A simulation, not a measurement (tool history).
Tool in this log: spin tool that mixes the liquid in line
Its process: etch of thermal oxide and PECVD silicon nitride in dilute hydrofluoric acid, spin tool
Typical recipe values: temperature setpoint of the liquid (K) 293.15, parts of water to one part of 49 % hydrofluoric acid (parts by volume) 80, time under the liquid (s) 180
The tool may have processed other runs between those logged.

run	day	temperature setpoint of the liquid (K)	parts of water to one part of 49 % hydrofluoric acid (parts by volume)	time under the liquid (s)	read-back film thickness of the thermal oxide reference wafer, read on the same gauge (nm)	read-back film thickness of the PECVD silicon nitride reference wafer, read on the same gauge (nm)	thickness taken off the thermal oxide on a monitor wafer (angstrom)	thickness taken off the PECVD silicon nitride on a monitor wafer (angstrom)
1	0	291.15	80	180	30.01	49.98	85	45.2
2	0.583	293.15	80	180	30.02	49.99	91.5	51.7
3	0.846	293.15	100	115	30.02	50.03	46.1	26.7
4	1.179	293.15	100	115	29.97	50.04	46	26.6
5	2.038	293.15	100	115	29.97	49.97	46.7	26.7
6	2.496	293.15	80	180	29.97	50	92.6	51.7
7	3.017	293.15	80	180	30.04	50.01	91.9	51.8
8	3.462	293.15	95	230	29.99	49.96	98.1	55.9
9	3.85	293.15	95	230	29.97	49.97	97.2	55.9
10	4.238	293.15	80	215	29.98	50.02	110.5	61.9
11	4.621	293.15	80	215	30	50.02	111.5	61.4
# day 4.754: gauge calibrated
12	5.096	293.15	80	180	29.97	49.99	91.7	51.3
13	5.721	293.15	80	180	30	50	92.7	52
14	5.979	296.15	80	145	29.97	49.99	84.4	51
15	6.575	296.65	80	75	30	50.01	44.3	27.2
16	6.867	293.15	100	115	29.99	50.01	46	26.5
17	8.592	296.65	45	275	29.98	49.99	305.5	175.7
18	8.938	293.15	80	180	30	50.03	93.2	51.7
19	9.446	296.65	70	180	30.03	50.02	122.9	74.6
# day 9.762: thermometer replaced
20	9.783	293.15	105	180	29.97	50	68.9	39.9
# day 9.933: hydrofluoric acid flow meter replaced
21	10.012	293.15	95	110	30	49.99	46.8	26.7
22	10.317	297.15	100	240	30.01	50.02	113.5	71.7
23	10.779	290.15	55	180	30.01	50	122.7	60.8
24	11.467	296.65	80	75	30.01	49.98	43.8	27.3
25	12.142	296.65	45	275	30.05	50.01	303.3	176.9
26	12.438	293.15	65	145	30.01	49.97	94	51
27	13.183	293.15	80	180	30.01	50	91.8	51.6

Predict each of these 3 candidate next runs independently; none follows another, all start after run 27:
A	13.204	293.15	80	95	?	?	?	?
B	13.204	290.15	40	230	?	?	?	?
C	13.204	293.15	80	275	?	?	?	?

run	read-back film thickness of the thermal oxide reference wafer, read on the same gauge (nm)	read-back film thickness of the PECVD silicon nitride reference wafer, read on the same gauge (nm)	thickness taken off the thermal oxide on a monitor wafer (angstrom)	thickness taken off the PECVD silicon nitride on a monitor wafer (angstrom)
A	29.99	50.01	48.1	27.3
B	29.99	50.01	214.6	104.9
C	29.99	50.01	139.3	78.9
Without the tool's hidden state the same runs would have given:
run	thickness taken off the thermal oxide on a monitor wafer (angstrom)	thickness taken off the PECVD silicon nitride on a monitor wafer (angstrom)
A	48.1	27.3
B	214.6	104.9
C	139.3	78.9
